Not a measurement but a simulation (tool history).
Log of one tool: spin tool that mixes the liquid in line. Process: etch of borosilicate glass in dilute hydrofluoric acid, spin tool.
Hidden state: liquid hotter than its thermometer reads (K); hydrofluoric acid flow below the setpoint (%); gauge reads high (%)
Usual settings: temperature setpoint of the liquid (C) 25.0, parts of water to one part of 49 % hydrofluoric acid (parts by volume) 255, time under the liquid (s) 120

| run | hour | temperature setpoint of the liquid (C) | parts of water to one part of 49 % hydrofluoric acid (parts by volume) | time under the liquid (s) | wafers since the last listed run | hours since the thermometer was replaced | hours since the hydrofluoric acid flow meter was replaced | hours since the gauge calibration | read-back film thickness of the borosilicate glass reference wafer, read on the same gauge (nm) | thickness taken off the borosilicate glass on a monitor wafer (nm) |
|---|---|---|---|---|---|---|---|---|---|---|
| 1 | 0.0 | 28.0 | 255 | 120 | 0 | 550.6 | 1965.5 | 112.3 | 110.00 | 15.94 |
| 2 | 15.4 | 28.0 | 255 | 120 | 178 | 566.0 | 1980.9 | 127.7 | 109.98 | 15.84 |
| 3 | 23.2 | 25.0 | 255 | 120 | 90 | 573.8 | 1988.7 | 135.5 | 110.00 | 14.47 |
| 4 | 29.5 | 25.0 | 255 | 120 | 72 | 580.1 | 1995.0 | 141.8 | 110.01 | 14.39 |
| 5 | 37.2 | 25.0 | 255 | 120 | 89 | 587.8 | 2002.7 | 149.5 | 109.99 | 14.47 |
| 6 | 55.1 | 25.0 | 255 | 170 | 207 | 605.7 | 2020.6 | 167.4 | 110.01 | 20.35 |
| 7 | 72.1 | 25.0 | 300 | 120 | 196 | 622.7 | 2037.6 | 184.4 | 110.00 | 11.67 |
| 8 | 89.0 | 25.0 | 300 | 120 | 195 | 639.6 | 2054.5 | 201.3 | 109.99 | 11.55 |
| 9 | 102.8 | 25.0 | 300 | 120 | 159 | 653.4 | 2068.3 | 215.1 | 110.00 | 11.64 |
| 10 | 132.2 | 25.0 | 255 | 120 | 340 | 682.8 | 2097.7 | 244.5 | 110.01 | 14.44 |
|  | 138.0 | hydrofluoric acid flow meter replaced |
| 11 | 142.4 | 21.5 | 255 | 180 | 106 | 693.0 | 4.4 | 254.7 | 110.00 | 22.07 |
| 12 | 189.1 | 25.0 | 255 | 120 | 540 | 739.7 | 51.1 | 301.4 | 109.98 | 16.62 |
|  | 201.3 | gauge calibrated |
| 13 | 204.4 | 25.0 | 165 | 120 | 177 | 755.0 | 66.4 | 3.1 | 110.01 | 28.53 |
| 14 | 211.9 | 25.0 | 255 | 120 | 86 | 762.5 | 73.9 | 10.6 | 110.01 | 16.65 |
|  | 216.1 | thermometer replaced |
| 15 | 219.4 | 25.0 | 255 | 120 | 75 | 3.3 | 81.4 | 18.1 | 110.00 | 15.89 |
| 16 | 263.3 | 25.0 | 145 | 165 | 508 | 47.2 | 125.3 | 62.0 | 110.01 | 43.32 |
| 17 | 274.3 | 28.5 | 255 | 150 | 127 | 58.2 | 136.3 | 73.0 | 109.99 | 22.00 |
| 18 | 291.5 | 25.0 | 255 | 120 | 199 | 75.4 | 153.5 | 90.2 | 110.00 | 15.69 |
| 19 | 307.6 | 25.0 | 255 | 190 | 186 | 91.5 | 169.6 | 106.3 | 110.00 | 24.91 |
| 20 | 319.0 | 25.0 | 255 | 70 | 131 | 102.9 | 181.0 | 117.7 | 110.00 | 9.16 |

Measured less the same run without the tool's hidden state. The same run-to-run variation is in both; the gauge's scatter may not be:
| run | thickness taken off the borosilicate glass on a monitor wafer (nm) |
|---|---|
| 1 | -2.23 |
| 2 | -2.22 |
| 3 | -1.96 |
| 4 | -1.95 |
| 5 | -1.96 |
| 6 | -2.76 |
| 7 | -1.66 |
| 8 | -1.65 |
| 9 | -1.67 |
| 10 | -1.96 |
| 11 | +0.43 |
| 12 | +0.27 |
| 13 | +0.64 |
| 14 | +0.28 |
| 15 | -0.63 |
| 16 | -1.52 |
| 17 | -0.87 |
| 18 | -0.61 |
| 19 | -0.96 |
| 20 | -0.36 |
